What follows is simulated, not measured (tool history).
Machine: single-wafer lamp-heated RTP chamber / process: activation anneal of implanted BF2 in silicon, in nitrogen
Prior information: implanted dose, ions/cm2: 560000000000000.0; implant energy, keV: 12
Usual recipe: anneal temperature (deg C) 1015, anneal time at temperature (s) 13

run	day	anneal temperature (deg C)	anneal time at temperature (s)	wafers since the last listed run	wafers since the last pyrometer calibration	wafers since the reflector plate was cleaned	hours since the gauge calibration	read-back reference wafer on the same gauge, sheet resistance	sheet resistance of the implanted and annealed layer (ohm/square)
1	0	1015	13	0	4951	7792	237.3	296.11	264.1
2	0.658	1015	13	335	5287	8127	253.1	296.63	260.99
3	1.121	1015	13	235	5522	8362	264.2	295.77	260.97
4	1.475	1015	13	180	5702	8542	272.7	295.61	261.11
5	2.046	1015	13	290	5993	8833	286.4	295.99	262.02
6	2.354	1015	13	156	6150	8990	293.8	295.26	260.13
7	2.904	1015	10	279	6430	9270	307	296.24	266.57
8	3.229	1015	10	165	6595	9435	314.8	295.57	268.4
9	3.483	1015	13	129	6724	9565	320.9	295.69	261.11
10	3.979	1015	13	252	6977	9817	332.8	295.57	261.43
11	4.354	1015	13	190	7168	10008	341.8	296.11	260.91
12	5.1	1015	13	379	7547	10388	359.7	296.33	258.96
13	5.358	1015	16	131	7679	10519	365.9	295.76	255.29
# day 5.975: gauge calibrated
14	6.088	1015	16	371	8050	10890	2.7	296.38	250.85
# day 6.817: pyrometer window cleaned and pyrometer calibrated
15	6.838	1015	16	212	11	11102	20.7	295.85	263.09
16	7.029	1030	18	97	109	11200	25.3	295.24	245.55
17	7.738	1015	13	360	469	11560	42.3	296.04	267.94
18	8.167	1000	7	218	688	11779	52.6	296.55	298.23
# day 8.5: reflector plate cleaned
19	8.608	1005	6	55	743	54	63.2	296.25	296.2
20	9.179	1029	19	290	1033	345	76.9	296.34	247.25
21	9.608	1015	13	218	1252	563	87.2	296.12	265.41
22	9.917	1015	13	156	1409	720	94.6	295.7	266.69
23	10.275	1032	21	182	1591	903	103.2	295.69	241.05
24	10.808	1015	20	271	1863	1174	116	296.3	257.27
25	11.221	1015	19	209	2073	1384	125.9	295.67	259.48
26	11.496	1006	8	139	2213	1524	132.5	295.92	287.53
27	11.804	1015	13	156	2369	1681	139.9	295.59	267.47
28	12.158	1034	13	180	2550	1861	148.4	295.55	248.08
29	12.904	1002	10	379	2929	2241	166.3	295.54	283.68
30	13.512	1015	13	309	3239	2550	180.9	295.91	265.69
31	14.112	1025	6	305	3544	2856	195.3	295.89	274.35

For each entry between runs, how does the tool's hidden state at the last listed run before it compare with that at the first listed run after it?
Runs 13 to 14: gauge calibrated (day 5.975)
  true wafer temperature minus pyrometer reading, K: 10.8 -> 11.7
  difference, measured minus the result without the unlogged condition, sheet resistance of the implanted and annealed layer (ohm/square): -9.2 -> -9.83
Runs 14 to 15: pyrometer window cleaned and pyrometer calibrated (day 6.817)
  true wafer temperature minus pyrometer reading, K: 11.7 -> 0.484
  difference, measured minus the result without the unlogged condition, sheet resistance of the implanted and annealed layer (ohm/square): -9.83 -> -0.41
Runs 18 to 19: reflector plate cleaned (day 8.5)
  true wafer temperature minus pyrometer reading, K: 0.556 -> 0.611
  difference, measured minus the result without the unlogged condition, sheet resistance of the implanted and annealed layer (ohm/square): -0.78 -> -0.81
